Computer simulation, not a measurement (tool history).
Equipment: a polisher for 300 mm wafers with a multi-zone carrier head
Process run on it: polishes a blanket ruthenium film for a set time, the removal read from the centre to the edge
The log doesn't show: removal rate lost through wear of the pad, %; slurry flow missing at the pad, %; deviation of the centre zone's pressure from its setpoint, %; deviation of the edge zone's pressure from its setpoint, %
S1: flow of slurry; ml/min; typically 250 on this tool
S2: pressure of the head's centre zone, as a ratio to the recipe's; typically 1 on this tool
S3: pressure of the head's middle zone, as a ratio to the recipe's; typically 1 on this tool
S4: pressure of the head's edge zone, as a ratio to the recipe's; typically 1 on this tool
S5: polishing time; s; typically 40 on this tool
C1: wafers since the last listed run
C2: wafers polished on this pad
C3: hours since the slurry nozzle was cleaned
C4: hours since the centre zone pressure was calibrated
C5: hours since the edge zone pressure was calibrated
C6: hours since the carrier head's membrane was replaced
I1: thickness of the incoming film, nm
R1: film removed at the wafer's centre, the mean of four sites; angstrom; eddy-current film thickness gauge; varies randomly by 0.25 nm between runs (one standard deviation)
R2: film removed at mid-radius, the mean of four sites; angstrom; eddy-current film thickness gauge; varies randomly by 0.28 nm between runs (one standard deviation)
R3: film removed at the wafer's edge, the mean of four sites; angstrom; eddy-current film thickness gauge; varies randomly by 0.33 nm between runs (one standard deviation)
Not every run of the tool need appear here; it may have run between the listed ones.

run	hour	S1	S2	S3	S4	S5	C1	C2	C3	C4	C5	C6	I1	R1	R2	R3
1	0	250	1	1	1	40	0	6010	137.7	319.8	488.2	900.3	333.2	276	275	274
# hour 91.8: edge zone pressure recalibrated
# hour 115.9: worn pad replaced by a new one
# hour 164.7: carrier head's membrane replaced by a new one
2	320.5	250	1	1	1	40	3655	2357	458.2	640.3	228.7	155.8	331.3	301	297	292
3	369.3	250	1	1	1	40	576	2933	507	689.1	277.5	204.6	325.8	292	294	290
# hour 472.7: slurry nozzle cleaned
4	475.3	230	1	1	1	40	1239	4173	2.6	795.1	383.5	310.6	331.6	285	285	282
# hour 517.7: centre zone pressure recalibrated
5	565.6	230	1	1	1	40	1042	5216	92.9	47.9	473.8	400.9	333	287	281	284
# hour 644.1: worn pad replaced by a new one
6	649.6	250	1	1	0.93	40	944	65	176.9	131.9	557.8	484.9	330.2	308	303	297
# hour 697.8: edge zone pressure recalibrated
7	699.9	250	1	1	1	49	570	635	227.2	182.2	2.1	535.2	330.7	383	372	378
8	805.7	250	1	1.05	0.92	40	1249	1884	333	288	107.9	641	329.6	300	309	289
9	858.5	250	1	1.03	1	53	623	2508	385.8	340.8	160.7	693.8	328.4	396	404	394
10	923.8	250	1.06	1	1	40	771	3279	451.1	406.1	226	759.1	325.5	311	292	297
11	970.9	225	1	1	1	52	556	3835	498.2	453.2	273.1	806.2	328.7	378	369	369
12	1051.1	250	1	1	1	40	947	4783	578.4	533.4	353.3	886.4	330.3	288	282	277
# hour 1166.7: carrier head's membrane replaced by a new one
# hour 1176.1: slurry nozzle cleaned
# hour 1198.8: centre zone pressure recalibrated
# hour 1209.4: worn pad replaced by a new one
# hour 1330.4: edge zone pressure recalibrated
13	1353.4	300	1	1	1	40	3404	1676	177.3	154.6	23	186.7	330.6	314	305	301
14	1417.1	250	1	1	1.05	40	752	2428	241	218.3	86.7	250.4	332.7	299	294	301
15	1472.5	250	1	1	1	40	654	3083	296.4	273.7	142.1	305.8	328.1	298	296	293
16	1531.8	220	1	0.88	0.92	30	700	3783	355.7	333	201.4	365.1	323.2	218	191	212
17	1575.3	250	1	1	1	40	513	4297	399.2	376.5	244.9	408.6	331.4	287	289	290

Predict the results of run 18:
18	1637.2	250	1	1	1	49	731	5028	461.1	438.4	306.8	470.5	327.9	?	?	?

R1: 354 angstrom
R2: 348 angstrom
R3: 350 angstrom
On a tool with no hidden condition, and with the same random variation, this run would have come out at R1 386 angstrom, R2 380 angstrom, R3 381 angstrom.

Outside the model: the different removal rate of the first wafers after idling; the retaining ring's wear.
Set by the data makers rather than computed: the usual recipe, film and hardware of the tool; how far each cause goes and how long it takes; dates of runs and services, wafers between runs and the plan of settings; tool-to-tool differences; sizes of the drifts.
